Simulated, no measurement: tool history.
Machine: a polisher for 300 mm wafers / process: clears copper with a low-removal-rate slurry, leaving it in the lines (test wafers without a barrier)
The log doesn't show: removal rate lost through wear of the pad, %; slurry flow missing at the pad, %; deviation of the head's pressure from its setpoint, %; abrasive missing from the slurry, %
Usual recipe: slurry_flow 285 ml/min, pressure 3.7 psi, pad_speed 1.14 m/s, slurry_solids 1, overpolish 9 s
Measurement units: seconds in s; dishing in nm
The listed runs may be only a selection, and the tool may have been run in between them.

run	hour	slurry_flow	pressure	pad_speed	slurry_solids	overpolish	wafers since the last listed run	wafers polished on this pad	hours since the slurry nozzle was cleaned	hours since the head pressure was calibrated	hours since the slurry blender was calibrated	incoming thickness of the incoming film, nm	seconds	dishing
1	0	285	3.7	1.14	1	9	0	1013	882.9	437.5	153.6	544.3	110.8	24
2	15	285	3.7	1.14	0.9	9	183	1196	897.9	452.5	168.6	542	121.5	23
3	22.1	285	3.7	1.14	0.9	9	86	1283	905	459.6	175.7	549.2	122.6	22.4
# hour 33: head pressure recalibrated
4	33.5	285	3.7	1.14	0.9	9	114	1397	916.4	0.5	187.1	550.8	118	22.5
# hour 41.1: worn pad replaced by a new one
5	41.6	285	3.7	1.14	1.15	9	50	5	924.5	8.6	195.2	552.6	102.3	24.1
6	48	385	4.5	1.14	0.8	12	78	83	930.9	15	201.6	549	97.3	32.8
7	56.3	375	2.9	1.14	1	9	101	185	939.2	23.3	209.9	561.9	123.8	22.2
8	66.8	285	2.6	1.5	1.1	5	128	313	949.7	33.8	220.4	545.1	106	15.2
9	75.5	375	3.7	1.14	1.15	9	106	419	958.4	42.5	229.1	539.6	100.3	25.9
10	91.5	205	4.2	1.14	1.1	9	195	614	974.4	58.5	245.1	548.5	101.8	25.1
# hour 100.5: slurry nozzle cleaned
11	105.2	285	2.8	1.14	1	9	154	769	4.7	72.2	258.8	551.8	128.7	21.6
12	114.2	285	2.6	1.14	1	9	109	879	13.7	81.2	267.8	541.1	137.8	20.1
# hour 122.4: slurry blender recalibrated
13	129.5	285	3.7	1.14	1	9	162	1041	29	96.5	7.1	556.3	116.3	23.8
14	142.6	285	3.7	1.14	1.15	11	159	1201	42.1	109.6	20.2	548.4	113	27.7
# hour 154: worn pad replaced by a new one
15	154.5	220	4.5	1.46	1	5	96	5	54	121.5	32.1	544.8	79	19
16	167.1	285	4.4	0.86	1.15	12	153	159	66.6	134.1	44.7	554.7	114.6	28.1
17	203.8	285	3.7	1.14	1	9	447	607	103.3	170.8	81.4	554.8	112.7	24.3
18	239	325	3.7	1.14	1	7	429	1037	138.5	206	116.6	540.4	110.8	19.1
19	252.8	285	4.4	1.14	1	5	168	1205	152.3	219.8	130.4	548.1	106.7	16.5
20	264	285	3.7	0.74	1	11	136	1342	163.5	231	141.6	546.9	157	20.7
21	270.8	285	3	1.14	1	9	82	1425	170.3	237.8	148.4	553.1	132.3	20.2
# hour 276.8: worn pad replaced by a new one
22	278	285	3.7	1.02	1	9	39	14	177.5	245	155.6	556.2	119	22.8
23	289.9	285	3.7	1.14	1	9	145	159	189.4	256.9	167.5	544.4	104.9	24.2
24	301.8	285	3.7	1.14	1	9	145	304	201.3	268.8	179.4	558.5	108.2	24.2
25	310.2	255	3.7	1.02	1	9	102	407	209.7	277.2	187.8	551.4	115.4	23.1
26	326.3	285	3.7	1.14	1	11	196	603	225.8	293.3	203.9	548.1	112.3	28.3
27	341.1	285	3.7	1.14	1	9	180	784	240.6	308.1	218.7	548.3	113.5	24.3
28	371.5	350	2.9	1.42	1	13	371	1155	271	338.5	249.1	551.5	113.4	29.8

Below are 5 alternative next runs, each starting from the tool's condition after run 28. Predict each:
A	372	285	3.7	1.14	1	9	6	1161	271.5	339	249.6	553	?	?
B	372	285	4.7	1.14	0.8	9	6	1161	271.5	339	249.6	553	?	?
C	372	285	3.7	0.8	0.85	5	6	1161	271.5	339	249.6	553	?	?
D	372	285	4.9	1.14	1	9	6	1161	271.5	339	249.6	553	?	?
E	372	285	5	1.42	1.15	14	6	1161	271.5	339	249.6	553	?	?

run	seconds	dishing
A	118.3	22.7
B	106.2	24.6
C	152.5	11.5
D	99	25.8
E	81.7	37.2
What these runs would have given with no unlogged condition in the tool:
run	seconds	dishing
A	108.9	24
B	97.7	26
C	140.3	12.4
D	91.1	27.3
E	75.1	38.6

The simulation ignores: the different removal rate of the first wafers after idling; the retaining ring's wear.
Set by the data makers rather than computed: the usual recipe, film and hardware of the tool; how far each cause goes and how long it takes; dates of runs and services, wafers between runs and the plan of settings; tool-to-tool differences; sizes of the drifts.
